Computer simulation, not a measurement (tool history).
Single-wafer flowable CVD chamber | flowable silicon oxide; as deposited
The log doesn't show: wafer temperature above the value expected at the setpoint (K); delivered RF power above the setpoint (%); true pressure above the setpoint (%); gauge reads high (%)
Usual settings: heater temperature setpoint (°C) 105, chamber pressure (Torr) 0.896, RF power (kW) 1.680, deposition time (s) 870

run   hour  heater temperature setpoint (°C)  chamber pressure (Torr)  RF power (kW)  deposition time (s)  wafers since the last listed run  hours since the last thermocouple change  hours since the last RF generator calibration  hours since the last manometer calibration  hours since the showerhead was replaced  hours since the gauge calibration  read-back reference wafer on the same gauge, thickness_nm  mean film thickness on the monitor wafer (angstrom)
  1    0.0                               105                    0.896          1.680                  870                                 0                                    3129.9                                         1035.6                                      1783.1                                   7044.9                              132.5                                                    402.098                                              4708.20
  2   11.0                               105                    0.896          1.680                  870                                33                                    3140.9                                         1046.6                                      1794.1                                   7055.9                              143.5                                                    401.732                                              4693.82
  3   28.5                               105                    0.896          1.905                  870                                52                                    3158.4                                         1064.1                                      1811.6                                   7073.4                              161.0                                                    401.915                                              4792.06
  4   35.5                               105                    0.896          1.905                  870                                21                                    3165.4                                         1071.1                                      1818.6                                   7080.4                              168.0                                                    401.623                                              4773.78
  5   42.6                               105                    0.896          1.905                  870                                21                                    3172.5                                         1078.2                                      1825.7                                   7087.5                              175.1                                                    402.034                                              4767.89
  6   60.4                               105                    0.896          1.680                  870                                53                                    3190.3                                         1096.0                                      1843.5                                   7105.3                              192.9                                                    402.299                                              4702.73
  7   67.0                               105                    0.896          1.680                  870                                19                                    3196.9                                         1102.6                                      1850.1                                   7111.9                              199.5                                                    402.156                                              4688.41
  8   81.1                               105                    0.896          1.680                  870                                42                                    3211.0                                         1116.7                                      1864.2                                   7126.0                              213.6                                                    401.453                                              4692.46
     100.7  -- showerhead replaced
  9  101.2                               105                    0.896          1.680                  870                                36                                    3231.1                                         1136.8                                      1884.3                                      0.5                              233.7                                                    401.941                                              4694.97
 10  109.7                               102                    0.896          1.680                  870                                25                                    3239.6                                         1145.3                                      1892.8                                      9.0                              242.2                                                    402.276                                              5124.34
 11  127.1                               105                    0.896          1.680                  870                                52                                    3257.0                                         1162.7                                      1910.2                                     26.4                              259.6                                                    402.129                                              4728.95
     133.0  -- gauge calibrated
 12  138.8                               105                    0.896          1.680                  870                                35                                    3268.7                                         1174.4                                      1921.9                                     38.1                                5.8                                                    401.789                                              4696.47
 13  147.8                               105                    0.896          1.680                  870                                27                                    3277.7                                         1183.4                                      1930.9                                     47.1                               14.8                                                    401.972                                              4695.65
     170.5  -- RF generator calibrated
 14  171.0                               105                    0.896          1.680                  870                                45                                    3300.9                                            0.5                                      1954.1                                     70.3                               38.0                                                    401.499                                              4677.67
 15  173.5                               105                    0.896          1.680                  961                                 7                                    3303.4                                            3.0                                      1956.6                                     72.8                               40.5                                                    401.680                                              5172.99
 16  182.6                               105                    0.896          1.680                  870                                27                                    3312.5                                           12.1                                      1965.7                                     81.9                               49.6                                                    401.732                                              4705.06
     194.0  -- capacitance manometer re-zeroed and calibrated
 17  194.5                               105                    0.896          1.680                  870                                11                                    3324.4                                           24.0                                         0.5                                     93.8                               61.5                                                    401.728                                              4648.04
 18  204.2                               105                    0.896          1.680                  870                                29                                    3334.1                                           33.7                                        10.2                                    103.5                               71.2                                                    402.036                                              4716.76
     219.5  -- thermocouple changed; heater temperature recalibrated
 19  220.0                               105                    0.719          1.365                  870                                23                                       0.5                                           49.5                                        26.0                                    119.3                               87.0                                                    401.960                                              3633.38
 20  225.3                               105                    0.896          1.570                  975                                15                                       5.8                                           54.8                                        31.3                                    124.6                               92.3                                                    402.217                                              5210.22
 21  238.4                                94                    0.780          1.680                  870                                39                                      18.9                                           67.9                                        44.4                                    137.7                              105.4                                                    401.949                                              5622.50
 22  249.9                               105                    0.896          1.680                  870                                34                                      30.4                                           79.4                                        55.9                                    149.2                              116.9                                                    401.919                                              4666.00
 23  266.6                               105                    0.896          1.805                 1017                                50                                      47.1                                           96.1                                        72.6                                    165.9                              133.6                                                    402.002                                              5544.19
 24  274.1                                91                    0.896          1.680                  870                                22                                      54.6                                          103.6                                        80.1                                    173.4                              141.1                                                    402.084                                              7152.50
 25  291.4                               116                    0.896          1.455                  870                                52                                      71.9                                          120.9                                        97.4                                    190.7                              158.4                                                    401.590                                              3333.25
 26  303.8                               100                    0.896          1.805                  870                                37                                      84.3                                          133.3                                       109.8                                    203.1                              170.8                                                    401.987                                              5527.11
 27  318.9                               114                    1.028          1.680                  724                                45                                      99.4                                          148.4                                       124.9                                    218.2                              185.9                                                    402.322                                              3441.83
 28  328.4                               109                    0.896          1.590                  870                                28                                     108.9                                          157.9                                       134.4                                    227.7                              195.4                                                    401.804                                              4138.83

Forecast each of these 5 alternatives for the next run:
  A  329.0                                92                    0.896          1.680                  870                                 1                                     109.5                                          158.5                                       135.0                                    228.3                              196.0                                                          ?                                                    ?
  B  329.0                                90                    0.896          1.880                  706                                 1                                     109.5                                          158.5                                       135.0                                    228.3                              196.0                                                          ?                                                    ?
  C  329.0                               105                    0.896          1.680                 1037                                 1                                     109.5                                          158.5                                       135.0                                    228.3                              196.0                                                          ?                                                    ?
  D  329.0                               117                    0.896          1.575                  870                                 1                                     109.5                                          158.5                                       135.0                                    228.3                              196.0                                                          ?                                                    ?
  E  329.0                               105                    0.896          1.680                  948                                 1                                     109.5                                          158.5                                       135.0                                    228.3                              196.0                                                          ?                                                    ?

run  read-back reference wafer on the same gauge, thickness_nm  mean film thickness on the monitor wafer (angstrom)
  A                                                    401.948                                              6942.92
  B                                                    401.948                                              6094.44
  C                                                    401.948                                              5595.61
  D                                                    401.948                                              3285.40
  E                                                    401.948                                              5115.37
Without the tool's hidden state the same runs would have given:
run  mean film thickness on the monitor wafer (angstrom)
  A                                              6942.92
  B                                              6094.44
  C                                              5595.61
  D                                              3285.40
  E                                              5115.37
